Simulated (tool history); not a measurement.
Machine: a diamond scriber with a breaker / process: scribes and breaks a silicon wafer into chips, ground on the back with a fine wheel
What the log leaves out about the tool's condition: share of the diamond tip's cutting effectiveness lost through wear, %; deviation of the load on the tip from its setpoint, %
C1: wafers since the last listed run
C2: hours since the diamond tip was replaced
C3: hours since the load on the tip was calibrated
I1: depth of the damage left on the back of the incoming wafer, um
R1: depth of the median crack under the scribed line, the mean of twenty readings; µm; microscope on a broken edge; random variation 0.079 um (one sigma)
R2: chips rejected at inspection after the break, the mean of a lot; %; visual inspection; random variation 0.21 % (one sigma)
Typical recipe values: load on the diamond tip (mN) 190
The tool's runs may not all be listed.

run 1 hour=0 | load_on_the_diamond_tip_(mN)=223 | C1=0 C2=570.8 C3=1819 | I1=2.33 | R1=6.88 R2=3.8
run 2 hour=15.5 | load_on_the_diamond_tip_(mN)=158 | C1=40 C2=586.3 C3=1834.5 | I1=2.35 | R1=5.05 R2=16.07
run 3 hour=31.9 | load_on_the_diamond_tip_(mN)=227 | C1=42 C2=602.7 C3=1850.9 | I1=2.77 | R1=6.89 R2=5.72
run 4 hour=43.9 | load_on_the_diamond_tip_(mN)=227 | C1=31 C2=614.7 C3=1862.9 | I1=2.34 | R1=6.87 R2=3.7
run 5 hour=60.7 | load_on_the_diamond_tip_(mN)=227 | C1=43 C2=631.5 C3=1879.7 | I1=1.61 | R1=6.8 R2=1.73
run 6 hour=70.9 | load_on_the_diamond_tip_(mN)=190 | C1=26 C2=641.7 C3=1889.9 | I1=1.62 | R1=5.92 R2=6.41
run 7 hour=76.9 | load_on_the_diamond_tip_(mN)=190 | C1=15 C2=647.7 C3=1895.9 | I1=2.64 | R1=5.86 R2=9.46
run 8 hour=83.1 | load_on_the_diamond_tip_(mN)=190 | C1=16 C2=653.9 C3=1902.1 | I1=2.21 | R1=5.96 R2=7.65
run 9 hour=91.9 | load_on_the_diamond_tip_(mN)=190 | C1=22 C2=662.7 C3=1910.9 | I1=1.71 | R1=5.87 R2=5.78
run 10 hour=106.2 | load_on_the_diamond_tip_(mN)=190 | C1=37 C2=677 C3=1925.2 | I1=1.58 | R1=5.9 R2=4.77
run 11 hour=122.7 | load_on_the_diamond_tip_(mN)=190 | C1=42 C2=693.5 C3=1941.7 | I1=2.95 | R1=5.79 R2=11.87
run 12 hour=130.9 | load_on_the_diamond_tip_(mN)=190 | C1=21 C2=701.7 C3=1949.9 | I1=2.37 | R1=5.91 R2=9.19
-- hour=133.2 diamond tip replaced by a new one
run 13 hour=169 | load_on_the_diamond_tip_(mN)=190 | C1=93 C2=35.8 C3=1988 | I1=2.17 | R1=6.86 R2=3.12
run 14 hour=183.6 | load_on_the_diamond_tip_(mN)=190 | C1=37 C2=50.4 C3=2002.6 | I1=2.13 | R1=6.71 R2=3.31
-- hour=195.6 load on the tip recalibrated
run 15 hour=196.1 | load_on_the_diamond_tip_(mN)=177 | C1=27 C2=62.9 C3=0.5 | I1=2.07 | R1=6.35 R2=5.16
run 16 hour=202.6 | load_on_the_diamond_tip_(mN)=226 | C1=16 C2=69.4 C3=7 | I1=1.81 | R1=7.71 R2=2.67
run 17 hour=212 | load_on_the_diamond_tip_(mN)=173 | C1=24 C2=78.8 C3=16.4 | I1=1.85 | R1=6.14 R2=4.68
run 18 hour=222.5 | load_on_the_diamond_tip_(mN)=205 | C1=27 C2=89.3 C3=26.9 | I1=1.72 | R1=6.97 R2=1.95
run 19 hour=230.3 | load_on_the_diamond_tip_(mN)=222 | C1=20 C2=97.1 C3=34.7 | I1=1.9 | R1=7.47 R2=2.08
run 20 hour=243.7 | load_on_the_diamond_tip_(mN)=240 | C1=34 C2=110.5 C3=48.1 | I1=2.96 | R1=7.84 R2=5.45
run 21 hour=258.8 | load_on_the_diamond_tip_(mN)=140 | C1=39 C2=125.6 C3=63.2 | I1=3 | R1=4.99 R2=25.23
run 22 hour=272.6 | load_on_the_diamond_tip_(mN)=139 | C1=35 C2=139.4 C3=77 | I1=2.82 | R1=4.99 R2=22.08
run 23 hour=287.8 | load_on_the_diamond_tip_(mN)=190 | C1=39 C2=154.6 C3=92.2 | I1=1.87 | R1=6.34 R2=3.45
run 24 hour=303.1 | load_on_the_diamond_tip_(mN)=230 | C1=39 C2=169.9 C3=107.5 | I1=1.85 | R1=7.48 R2=2.33
run 25 hour=310.8 | load_on_the_diamond_tip_(mN)=224 | C1=19 C2=177.6 C3=115.2 | I1=2.98 | R1=7.4 R2=4.95
run 26 hour=328.4 | load_on_the_diamond_tip_(mN)=140 | C1=45 C2=195.2 C3=132.8 | I1=1.59 | R1=4.78 R2=15.37
run 27 hour=336.9 | load_on_the_diamond_tip_(mN)=140 | C1=22 C2=203.7 C3=141.3 | I1=2.53 | R1=4.86 R2=19.47
run 28 hour=350.2 | load_on_the_diamond_tip_(mN)=190 | C1=34 C2=217 C3=154.6 | I1=2.09 | R1=6.19 R2=4.76
run 29 hour=361.5 | load_on_the_diamond_tip_(mN)=150 | C1=29 C2=228.3 C3=165.9 | I1=2.94 | R1=5.07 R2=22.37
run 30 hour=378.1 | load_on_the_diamond_tip_(mN)=242 | C1=43 C2=244.9 C3=182.5 | I1=2.93 | R1=7.51 R2=5.02

Hidden state at the last listed run before each entry between runs and at the first one after, where it differs:
From run 12 to run 13: diamond tip replaced by a new one (hour 133.2)
  share of the diamond tip's cutting effectiveness lost through wear, %: 24.9 -> 6.28
  what was measured, less what the result would be without the hidden state, R1: -1.24 -> -0.3 µm; R2: +5.64 -> +0.43 %
From run 14 to run 15: load on the tip recalibrated (hour 195.6)
  share of the diamond tip's cutting effectiveness lost through wear, %: 7.58 -> 8.63
  what was measured, less what the result would be without the hidden state, R1: -0.36 -> -0.4 µm; R2: +0.59 -> +1.61 %
